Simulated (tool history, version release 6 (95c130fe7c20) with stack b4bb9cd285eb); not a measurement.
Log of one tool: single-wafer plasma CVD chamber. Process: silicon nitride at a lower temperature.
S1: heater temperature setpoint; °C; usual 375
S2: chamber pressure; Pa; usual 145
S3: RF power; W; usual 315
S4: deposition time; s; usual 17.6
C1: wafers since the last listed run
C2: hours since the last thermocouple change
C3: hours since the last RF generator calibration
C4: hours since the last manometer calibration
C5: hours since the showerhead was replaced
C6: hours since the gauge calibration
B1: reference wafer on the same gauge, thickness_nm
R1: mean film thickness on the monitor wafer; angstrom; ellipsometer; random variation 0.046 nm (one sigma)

Run 1, day 0: usual settings; C1 0; C2 2187.9; C3 1361.4; C4 1670.4; C5 5749.3; C6 44.3; B1 19.081. Result: R1 176.82 angstrom.
Run 2, day 0.283: usual settings; C1 137; C2 2194.7; C3 1368.2; C4 1677.2; C5 5756.1; C6 51.1; B1 19.098. Result: R1 176.94 angstrom.
Run 3, day 1.017: usual settings; C1 356; C2 2212.3; C3 1385.8; C4 1694.8; C5 5773.7; C6 68.7; B1 19.104. Result: R1 176.84 angstrom.
Run 4, day 1.296: usual settings; C1 135; C2 2219; C3 1392.5; C4 1701.5; C5 5780.4; C6 75.4; B1 19.09. Result: R1 176.22 angstrom.
Run 5, day 2.558: usual settings; C1 614; C2 2249.3; C3 1422.8; C4 1731.8; C5 5810.7; C6 105.7; B1 19.106. Result: R1 176.87 angstrom.
Run 6, day 3.071: usual settings; C1 249; C2 2261.6; C3 1435.1; C4 1744.1; C5 5823; C6 118; B1 19.09. Result: R1 176 angstrom.
Run 7, day 3.392: usual settings; C1 156; C2 2269.3; C3 1442.8; C4 1751.8; C5 5830.7; C6 125.7; B1 19.097. Result: R1 175.68 angstrom.
Run 8, day 3.7: usual settings; C1 149; C2 2276.7; C3 1450.2; C4 1759.2; C5 5838.1; C6 133.1; B1 19.109. Result: R1 176.39 angstrom.
At day 4.254: gauge calibrated.
Run 9, day 4.408: usual settings but S4 20.3 s; C1 344; C2 2293.7; C3 1467.2; C4 1776.2; C5 5855.1; C6 3.7; B1 19.099. Result: R1 202.25 angstrom.
At day 4.8: RF generator calibrated.
Run 10, day 4.821: usual settings but S3 330 W, S4 20.7 s; C1 38; C2 2303.6; C3 0.5; C4 1786.1; C5 5865; C6 13.6; B1 19.094. Result: R1 238.21 angstrom.
At day 5.421: capacitance manometer re-zeroed and calibrated.
Run 11, day 5.442: usual settings but S3 255 W, S4 16.4 s; C1 139; C2 2318.5; C3 15.4; C4 0.5; C5 5879.9; C6 28.5; B1 19.11. Result: R1 142.81 angstrom.
Run 12, day 5.875: usual settings but S2 125 Pa, S3 365 W, S4 15.4 s; C1 210; C2 2328.9; C3 25.8; C4 10.9; C5 5890.3; C6 38.9; B1 19.088. Result: R1 186.34 angstrom.
Run 13, day 6.317: usual settings but S3 275 W; C1 214; C2 2339.5; C3 36.4; C4 21.5; C5 5900.9; C6 49.5; B1 19.098. Result: R1 167.95 angstrom.
Run 14, day 6.592: usual settings but S1 361 °C, S3 345 W, S4 14.8 s; C1 133; C2 2346.1; C3 43; C4 28.1; C5 5907.5; C6 56.1; B1 19.096. Result: R1 177.25 angstrom.
At day 7.279: thermocouple changed; heater temperature recalibrated.
At day 7.488: showerhead replaced.
Run 15, day 7.508: usual settings; C1 183; C2 5.5; C3 65; C4 50.1; C5 0.5; C6 78.1; B1 19.095. Result: R1 192.35 angstrom.
Run 16, day 8.208: usual settings; C1 340; C2 22.3; C3 81.8; C4 66.9; C5 17.3; C6 94.9; B1 19.106. Result: R1 192.64 angstrom.
Run 17, day 8.588: usual settings but S1 365 °C, S4 19.7 s; C1 184; C2 31.4; C3 90.9; C4 76; C5 26.4; C6 104; B1 19.092. Result: R1 215.52 angstrom.
Run 18, day 9.133: usual settings; C1 265; C2 44.5; C3 104; C4 89.1; C5 39.5; C6 117.1; B1 19.1. Result: R1 192.06 angstrom.
Run 19, day 9.433: usual settings but S1 371 °C, S3 345 W, S4 19.1 s; C1 145; C2 51.7; C3 111.2; C4 96.3; C5 46.7; C6 124.3; B1 19.095. Result: R1 228.3 angstrom.

5 ways to go on from here, each from the tool as it stands after run 19. What would each give?
Run A, day 9.45: usual settings but S2 116 Pa; C1 8; C2 52.1; C3 111.6; C4 96.7; C5 47.1; C6 124.7; B1 ?. Result: R1 ?.
Run B, day 9.45: usual settings but S1 382 °C, S4 16 s; C1 8; C2 52.1; C3 111.6; C4 96.7; C5 47.1; C6 124.7; B1 ?. Result: R1 ?.
Run C, day 9.45: usual settings but S1 389 °C, S3 275 W, S4 14.5 s; C1 8; C2 52.1; C3 111.6; C4 96.7; C5 47.1; C6 124.7; B1 ?. Result: R1 ?.
Run D, day 9.45: usual settings but S1 380 °C, S2 131 Pa; C1 8; C2 52.1; C3 111.6; C4 96.7; C5 47.1; C6 124.7; B1 ?. Result: R1 ?.
Run E, day 9.45: usual settings but S1 384 °C, S2 160 Pa, S4 19.4 s; C1 8; C2 52.1; C3 111.6; C4 96.7; C5 47.1; C6 124.7; B1 ?. Result: R1 ?.

run      B1      R1
  A  19.107  180.59
  B  19.107  173.79
  C  19.107  136.44
  D  19.107  186.06
  E  19.107  215.79
Without the tool's hidden state the same runs would have given:
run      R1
  A  182.06
  B  175.22
  C  137.63
  D  187.58
  E  217.55
